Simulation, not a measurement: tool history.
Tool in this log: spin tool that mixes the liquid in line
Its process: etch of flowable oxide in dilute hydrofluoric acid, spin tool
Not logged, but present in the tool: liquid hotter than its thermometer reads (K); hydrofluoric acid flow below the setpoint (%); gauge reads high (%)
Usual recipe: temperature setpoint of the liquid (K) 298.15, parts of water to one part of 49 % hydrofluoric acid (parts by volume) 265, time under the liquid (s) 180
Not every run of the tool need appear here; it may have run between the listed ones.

run	hour	temperature setpoint of the liquid (K)	parts of water to one part of 49 % hydrofluoric acid (parts by volume)	time under the liquid (s)	wafers since the last listed run	hours since the thermometer was replaced	hours since the hydrofluoric acid flow meter was replaced	hours since the gauge calibration	read-back film thickness of the flowable oxide reference wafer, read on the same gauge (nm)	thickness taken off the flowable oxide on a monitor wafer (angstrom)
1	0	298.15	265	180	0	682.2	637.3	50.3	50.02	98.1
2	14.5	298.15	265	180	119	696.7	651.8	64.8	49.99	96.5
3	31.2	298.15	265	180	138	713.4	668.5	81.5	50.02	94.5
4	40.8	298.15	265	180	79	723	678.1	91.1	50.02	96.3
5	56.4	298.15	265	180	129	738.6	693.7	106.7	50	95.5
6	62.5	298.15	265	205	50	744.7	699.8	112.8	49.98	110.5
7	75.6	298.15	265	205	108	757.8	712.9	125.9	50.04	108.5
8	101.4	298.15	265	180	213	783.6	738.7	151.7	50.02	95.3
# hour 102.4: gauge calibrated
# hour 110: thermometer replaced
9	110.5	298.15	265	180	67	0.5	747.8	8.1	50.02	94.5
# hour 120.3: hydrofluoric acid flow meter replaced
10	126.2	298.15	265	180	121	16.2	5.9	23.8	49.97	115.5
11	138.2	298.15	385	180	99	28.2	17.9	35.8	50.01	71.2
12	144.7	302.65	265	180	53	34.7	24.4	42.3	49.98	129.9
13	160.1	298.15	225	180	127	50.1	39.8	57.7	49.97	138.7
14	168.2	296.65	265	140	67	58.2	47.9	65.8	49.99	85
15	178.6	295.65	380	180	86	68.6	58.3	76.2	49.97	65.1
16	195.5	300.65	390	85	139	85.5	75.2	93.1	50.02	34.3
17	205.1	300.65	335	150	79	95.1	84.8	102.7	50.01	73.9
18	216.1	298.15	265	205	91	106.1	95.8	113.7	49.99	128.4
19	228.3	301.65	390	180	100	118.3	108	125.9	50.03	74.8
20	245.8	298.15	265	180	144	135.8	125.5	143.4	49.97	113.1
21	258.3	296.65	180	180	103	148.3	138	155.9	50.02	167.5

Exercise: give the hidden state of the tool at every run:
liquid hotter than its thermometer reads (K): 0 at every run
gauge reads high (%): 0 at every run
H1: hydrofluoric acid flow below the setpoint (%)
run	H1
1	11.6
2	11.8
3	12.1
4	12.2
5	12.5
6	12.6
7	12.8
8	13.3
9	13.4
10	0.118
11	0.322
12	0.433
13	0.695
14	0.833
15	1.01
16	1.3
17	1.46
18	1.65
19	1.86
20	2.15
21	2.37

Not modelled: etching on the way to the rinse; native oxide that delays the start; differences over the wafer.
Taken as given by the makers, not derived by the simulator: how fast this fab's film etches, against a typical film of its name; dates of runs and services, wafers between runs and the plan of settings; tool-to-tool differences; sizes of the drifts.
